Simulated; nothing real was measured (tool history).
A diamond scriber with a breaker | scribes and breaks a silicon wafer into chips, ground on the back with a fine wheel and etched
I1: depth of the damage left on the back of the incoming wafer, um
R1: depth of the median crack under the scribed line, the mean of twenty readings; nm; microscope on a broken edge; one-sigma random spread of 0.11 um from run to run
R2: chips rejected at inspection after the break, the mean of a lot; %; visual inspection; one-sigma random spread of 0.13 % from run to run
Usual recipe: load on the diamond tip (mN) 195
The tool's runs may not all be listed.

Run 1, hour 0.0: usual settings; I1 0.44. Result: R1 11860 nm, R2 2.05 %.
At hour 21.0: load on the tip recalibrated.
Run 2, hour 36.0: usual settings but load on the diamond tip (mN) 241; I1 0.62. Result: R1 12710 nm, R2 2.23 %.
Run 3, hour 84.1: usual settings but load on the diamond tip (mN) 241; I1 0.69. Result: R1 12750 nm, R2 2.46 %.
Run 4, hour 150.1: usual settings; I1 0.32. Result: R1 11320 nm, R2 2.16 %.
Run 5, hour 209.9: usual settings; I1 0.31. Result: R1 11460 nm, R2 2.27 %.
At hour 235.6: diamond tip replaced by a new one.
Run 6, hour 272.9: usual settings but load on the diamond tip (mN) 151; I1 0.66. Result: R1 10400 nm, R2 3.35 %.
Run 7, hour 430.5: usual settings but load on the diamond tip (mN) 151; I1 0.31. Result: R1 10400 nm, R2 3.03 %.
Run 8, hour 472.1: usual settings; I1 0.63. Result: R1 12270 nm, R2 1.92 %.
Run 9, hour 543.8: usual settings; I1 0.30. Result: R1 12280 nm, R2 2.07 %.
Run 10, hour 583.1: usual settings; I1 0.63. Result: R1 12320 nm, R2 1.95 %.
Run 11, hour 613.6: usual settings; I1 0.62. Result: R1 12340 nm, R2 2.04 %.
Run 12, hour 682.4: usual settings; I1 0.31. Result: R1 12130 nm, R2 2.23 %.
At hour 735.6: load on the tip recalibrated.
Run 13, hour 752.9: usual settings; I1 0.73. Result: R1 11340 nm, R2 2.05 %.
Run 14, hour 798.7: usual settings; I1 0.33. Result: R1 11370 nm, R2 1.97 %.
Run 15, hour 887.9: usual settings; I1 0.69. Result: R1 11400 nm, R2 1.64 %.
Run 16, hour 921.8: usual settings; I1 0.38. Result: R1 11580 nm, R2 1.88 %.
Run 17, hour 956.4: usual settings; I1 0.80. Result: R1 11850 nm, R2 1.83 %.
Run 18, hour 983.0: usual settings but load on the diamond tip (mN) 149; I1 0.33. Result: R1 9680 nm, R2 5.27 %.
Run 19, hour 1018.4: usual settings but load on the diamond tip (mN) 246; I1 0.67. Result: R1 13270 nm, R2 3.24 %.
At hour 1050.9: diamond tip replaced by a new one.
Run 20, hour 1105.0: usual settings but load on the diamond tip (mN) 216; I1 0.47. Result: R1 13570 nm, R2 3.53 %.
Run 21, hour 1137.1: usual settings; I1 0.73. Result: R1 12560 nm, R2 1.98 %.
Run 22, hour 1192.2: usual settings but load on the diamond tip (mN) 226; I1 0.67. Result: R1 13720 nm, R2 4.16 %.
Run 23, hour 1247.4: usual settings; I1 0.71. Result: R1 12570 nm, R2 2.22 %.
Run 24, hour 1300.6: usual settings but load on the diamond tip (mN) 225; I1 0.34. Result: R1 13500 nm, R2 3.64 %.
Run 25, hour 1368.4: usual settings but load on the diamond tip (mN) 251; I1 0.57. Result: R1 14720 nm, R2 6.70 %.
Run 26, hour 1427.2: usual settings but load on the diamond tip (mN) 161; I1 0.40. Result: R1 10960 nm, R2 2.29 %.
At hour 1464.4: load on the tip recalibrated.
Run 27, hour 1485.3: usual settings but load on the diamond tip (mN) 157; I1 0.60. Result: R1 10230 nm, R2 4.32 %.
Run 28, hour 1532.6: usual settings but load on the diamond tip (mN) 250; I1 0.79. Result: R1 13740 nm, R2 3.81 %.
Run 29, hour 1579.5: usual settings but load on the diamond tip (mN) 248; I1 0.35. Result: R1 13400 nm, R2 3.80 %.
Run 30, hour 1622.8: usual settings but load on the diamond tip (mN) 212; I1 0.71. Result: R1 12590 nm, R2 2.23 %.
Run 31, hour 1729.2: usual settings; I1 0.42. Result: R1 11940 nm, R2 1.91 %.
Run 32, hour 1763.8: usual settings but load on the diamond tip (mN) 162; I1 0.59. Result: R1 10590 nm, R2 2.99 %.
Run 33, hour 1806.7: usual settings; I1 0.34. Result: R1 11940 nm, R2 1.81 %.
Run 34, hour 1871.5: usual settings; I1 0.31. Result: R1 12040 nm, R2 1.86 %.
At hour 1895.8: diamond tip replaced by a new one.
Run 35, hour 2000.2: usual settings but load on the diamond tip (mN) 236; I1 0.48. Result: R1 14480 nm, R2 4.98 %.

A few steps of R1 between consecutive runs. Split each: what settings, incoming material and random variation would produce without the hidden state, and what is left over for the hidden state, along with gauge scatter present in only one of the two compared results (measured, and without hidden state):
The hidden state here: share of the diamond tip's cutting effectiveness lost through wear, %; deviation of the load on the tip from its setpoint, %.
Run 1 -> 2: load on the diamond tip (mN) 195 -> 241, load on the tip recalibrated. R1 +850 nm: hidden state -1070, all else +1920.
Run 12 -> 13: load on the tip recalibrated. R1 -790 nm: hidden state -970, all else +180.
Run 18 -> 19: load on the diamond tip (mN) 149 -> 246. R1 +3590 nm: hidden state -40, all else +3630.
Run 19 -> 20: load on the diamond tip (mN) 246 -> 216, diamond tip replaced by a new one. R1 +300 nm: hidden state +1020, all else -720.
Run 25 -> 26: load on the diamond tip (mN) 251 -> 161. R1 -3760 nm: hidden state -240, all else -3520.
Run 27 -> 28: load on the diamond tip (mN) 157 -> 250. R1 +3510 nm: hidden state +70, all else +3440.
